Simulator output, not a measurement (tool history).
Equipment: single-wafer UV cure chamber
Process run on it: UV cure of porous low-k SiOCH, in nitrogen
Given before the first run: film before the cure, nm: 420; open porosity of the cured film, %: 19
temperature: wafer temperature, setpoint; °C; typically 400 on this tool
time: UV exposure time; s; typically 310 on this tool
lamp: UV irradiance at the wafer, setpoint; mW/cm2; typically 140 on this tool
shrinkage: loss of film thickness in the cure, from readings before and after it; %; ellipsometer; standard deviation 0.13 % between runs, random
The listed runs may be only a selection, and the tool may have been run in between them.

| run | hour | temperature | time | lamp | wafers since the last listed run | hours since the UV bulbs were replaced | wafers since the quartz window was cleaned | shrinkage |
|---|---|---|---|---|---|---|---|---|
| 1 | 0.0 | 394 | 310 | 140 | 0 | 1177.4 | 1616 | 14.756 |
| 2 | 37.8 | 394 | 310 | 140 | 187 | 1215.2 | 1804 | 14.589 |
| 3 | 109.0 | 394 | 310 | 140 | 353 | 1286.4 | 2157 | 14.728 |
| 4 | 151.8 | 400 | 310 | 157 | 212 | 1329.2 | 2370 | 15.651 |
| 5 | 210.7 | 400 | 310 | 157 | 292 | 1388.1 | 2662 | 15.314 |
| 6 | 235.3 | 400 | 310 | 157 | 122 | 1412.7 | 2784 | 15.359 |
| 7 | 285.4 | 400 | 185 | 114 | 248 | 1462.8 | 3033 | 11.365 |
| 8 | 345.3 | 400 | 185 | 114 | 297 | 1522.7 | 3330 | 11.283 |
|  | 360.7 | quartz window cleaned |
| 9 | 405.3 | 400 | 185 | 114 | 258 | 1582.7 | 221 | 11.176 |
| 10 | 474.2 | 400 | 310 | 140 | 341 | 1651.6 | 563 | 14.830 |
| 11 | 513.4 | 400 | 310 | 140 | 194 | 1690.8 | 757 | 14.759 |
| 12 | 545.8 | 400 | 310 | 140 | 160 | 1723.2 | 918 | 14.852 |
| 13 | 592.1 | 400 | 310 | 140 | 229 | 1769.5 | 1148 | 14.879 |
| 14 | 724.1 | 400 | 310 | 140 | 654 | 1901.5 | 1803 | 15.069 |
| 15 | 783.5 | 400 | 310 | 140 | 294 | 1960.9 | 2098 | 14.825 |
| 16 | 819.4 | 400 | 310 | 140 | 178 | 1996.8 | 2276 | 14.752 |
| 17 | 884.4 | 400 | 310 | 140 | 322 | 2061.8 | 2598 | 14.634 |
| 18 | 925.2 | 400 | 310 | 140 | 202 | 2102.6 | 2801 | 14.946 |
|  | 1011.3 | quartz window cleaned |
| 19 | 1090.2 | 400 | 310 | 140 | 779 | 2267.6 | 391 | 14.871 |
| 20 | 1153.6 | 400 | 440 | 109 | 314 | 2331.0 | 705 | 15.329 |
| 21 | 1225.1 | 415 | 310 | 140 | 354 | 2402.5 | 1060 | 14.939 |
| 22 | 1285.6 | 413 | 475 | 140 | 300 | 2463.0 | 1360 | 17.653 |
|  | 1351.6 | UV bulbs replaced |
| 23 | 1352.1 | 385 | 310 | 168 | 290 | 0.5 | 1651 | 15.359 |
| 24 | 1370.6 | 383 | 360 | 140 | 91 | 19.0 | 1743 | 15.174 |
| 25 | 1419.1 | 400 | 225 | 125 | 240 | 67.5 | 1983 | 12.739 |
| 26 | 1472.0 | 400 | 310 | 121 | 262 | 120.4 | 2246 | 14.108 |
| 27 | 1510.6 | 400 | 455 | 120 | 191 | 159.0 | 2437 | 16.305 |
| 28 | 1537.5 | 410 | 395 | 126 | 133 | 185.9 | 2571 | 15.620 |
|  | 1564.2 | quartz window cleaned |
| 29 | 1603.2 | 400 | 310 | 140 | 286 | 251.6 | 193 | 14.813 |
| 30 | 1638.0 | 400 | 485 | 140 | 172 | 286.4 | 366 | 17.377 |
| 31 | 1684.3 | 384 | 310 | 118 | 229 | 332.7 | 596 | 13.705 |
| 32 | 1751.9 | 412 | 310 | 180 | 335 | 400.3 | 931 | 16.338 |
| 33 | 1794.1 | 400 | 195 | 161 | 209 | 442.5 | 1140 | 13.253 |
| 34 | 1829.6 | 382 | 150 | 169 | 176 | 478.0 | 1317 | 11.895 |
| 35 | 1895.6 | 387 | 210 | 161 | 327 | 544.0 | 1644 | 13.594 |
| 36 | 2056.0 | 400 | 310 | 140 | 795 | 704.4 | 2440 | 14.775 |
| 37 | 2103.0 | 382 | 490 | 166 | 233 | 751.4 | 2673 | 17.440 |
| 38 | 2141.6 | 415 | 310 | 140 | 191 | 790.0 | 2865 | 15.257 |
|  | 2168.9 | quartz window cleaned |
| 39 | 2187.7 | 400 | 310 | 121 | 189 | 836.1 | 93 | 13.995 |

Entry by entry between the runs, the difference in hidden state between the last listed run before and the first listed run after:
Logged between run 8 and run 9: quartz window cleaned (hour 360.7)
  no difference in the tool's unlogged condition between these two runs
Logged between run 18 and run 19: quartz window cleaned (hour 1011.3)
  no difference in the tool's unlogged condition between these two runs
Logged between run 22 and run 23: UV bulbs replaced (hour 1351.6)
  no difference in the tool's unlogged condition between these two runs
Logged between run 28 and run 29: quartz window cleaned (hour 1564.2)
  no difference in the tool's unlogged condition between these two runs
Logged between run 38 and run 39: quartz window cleaned (hour 2168.9)
  no difference in the tool's unlogged condition between these two runs
